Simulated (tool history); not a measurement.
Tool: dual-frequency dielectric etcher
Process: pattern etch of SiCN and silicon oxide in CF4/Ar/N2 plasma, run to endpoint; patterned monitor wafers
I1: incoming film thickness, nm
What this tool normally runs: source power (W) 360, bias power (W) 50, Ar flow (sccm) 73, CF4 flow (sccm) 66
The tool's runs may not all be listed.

Run 1, hour 0: usual settings; I1 9.4. Result: endpoint time (s) 13.9.
At hour 20.4: Ar flow controller replaced.
Run 2, hour 20.9: usual settings; I1 9.53. Result: endpoint time (s) 14.5.
Run 3, hour 42.7: usual settings; I1 9.47. Result: endpoint time (s) 14.3.
Run 4, hour 77.4: usual settings; I1 9.43. Result: endpoint time (s) 14.1.
Run 5, hour 89.5: usual settings but source power (W) 390, bias power (W) 54; I1 9.36. Result: endpoint time (s) 12.4.
Run 6, hour 107: usual settings; I1 9.38. Result: endpoint time (s) 13.7.
Run 7, hour 124.3: usual settings but source power (W) 320, Ar flow (sccm) 83; I1 9.35. Result: endpoint time (s) 15.8.
Run 8, hour 143.2: usual settings but source power (W) 290, bias power (W) 43, Ar flow (sccm) 65, CF4 flow (sccm) 56; I1 9.43. Result: endpoint time (s) 18.5.
Run 9, hour 162.4: usual settings; I1 9.36. Result: endpoint time (s) 13.8.
Run 10, hour 184.9: usual settings; I1 9.45. Result: endpoint time (s) 14.1.
Run 11, hour 210.9: usual settings but source power (W) 330, bias power (W) 55, CF4 flow (sccm) 54; I1 9.39. Result: endpoint time (s) 14.7.
Run 12, hour 242: usual settings but source power (W) 290, bias power (W) 59, Ar flow (sccm) 86, CF4 flow (sccm) 76; I1 9.35. Result: endpoint time (s) 16.
At hour 292.8: bias power generator calibrated.
At hour 315: wet clean of the chamber, repeated, since the last time left the tool worse.
Run 13, hour 341.8: usual settings but Ar flow (sccm) 57; I1 9.41. Result: endpoint time (s) 14.1.
Run 14, hour 375.5: usual settings but source power (W) 320, bias power (W) 59, Ar flow (sccm) 87, CF4 flow (sccm) 58; I1 9.36. Result: endpoint time (s) 15.6.
At hour 401.9: upper electrode replaced.
Run 15, hour 404.1: usual settings; I1 9.33. Result: endpoint time (s) 14.7.
Run 16, hour 438.7: usual settings but Ar flow (sccm) 90, CF4 flow (sccm) 62; I1 9.4. Result: endpoint time (s) 15.3.
Run 17, hour 468.7: usual settings; I1 9.41. Result: endpoint time (s) 14.8.
Run 18, hour 500.7: usual settings; I1 9.43. Result: endpoint time (s) 14.6.
Run 19, hour 535.2: usual settings but Ar flow (sccm) 59; I1 9.38. Result: endpoint time (s) 14.2.
Run 20, hour 548.7: usual settings but source power (W) 300, Ar flow (sccm) 79; I1 9.39. Result: endpoint time (s) 17.8.
Run 21, hour 563.6: usual settings but source power (W) 410; I1 9.36. Result: endpoint time (s) 12.6.
Run 22, hour 597: usual settings but source power (W) 430, bias power (W) 61, Ar flow (sccm) 79; I1 9.44. Result: endpoint time (s) 11.3.
Run 23, hour 615: usual settings; I1 9.42. Result: endpoint time (s) 14.4.
Run 24, hour 642.7: usual settings; I1 9.39. Result: endpoint time (s) 14.5.
Run 25, hour 669.8: usual settings but source power (W) 430, CF4 flow (sccm) 54; I1 9.42. Result: endpoint time (s) 12.3.

A few steps of endpoint time (s) between consecutive runs. Split each: what settings, incoming material and random variation would produce without the hidden state, and what is left over for the hidden state, along with gauge scatter present in only one of the two compared results (measured, and without hidden state):
The tool's hidden condition here consists of: etch rate over this chamber's usual, %; source power that arrives over what is set, %; bias power that arrives over what is set, %; Ar flow that arrives over what is set, %; CF4 flow that arrives over what is set, %.
Run 8 -> 9: source power (W) 290 -> 360, bias power (W) 43 -> 50, Ar flow (sccm) 65 -> 73, CF4 flow (sccm) 56 -> 66. endpoint time (s) -4.7: hidden state +0.3, all else -5.
Run 12 -> 13: source power (W) 290 -> 360, bias power (W) 59 -> 50, Ar flow (sccm) 86 -> 57, CF4 flow (sccm) 76 -> 66, bias power generator calibrated, wet clean of the chamber, repeated, since the last time left the tool worse. endpoint time (s) -1.9: hidden state +1.1, all else -3.
Run 20 -> 21: source power (W) 300 -> 410, Ar flow (sccm) 79 -> 73. endpoint time (s) -5.2: hidden state +0.1, all else -5.3.

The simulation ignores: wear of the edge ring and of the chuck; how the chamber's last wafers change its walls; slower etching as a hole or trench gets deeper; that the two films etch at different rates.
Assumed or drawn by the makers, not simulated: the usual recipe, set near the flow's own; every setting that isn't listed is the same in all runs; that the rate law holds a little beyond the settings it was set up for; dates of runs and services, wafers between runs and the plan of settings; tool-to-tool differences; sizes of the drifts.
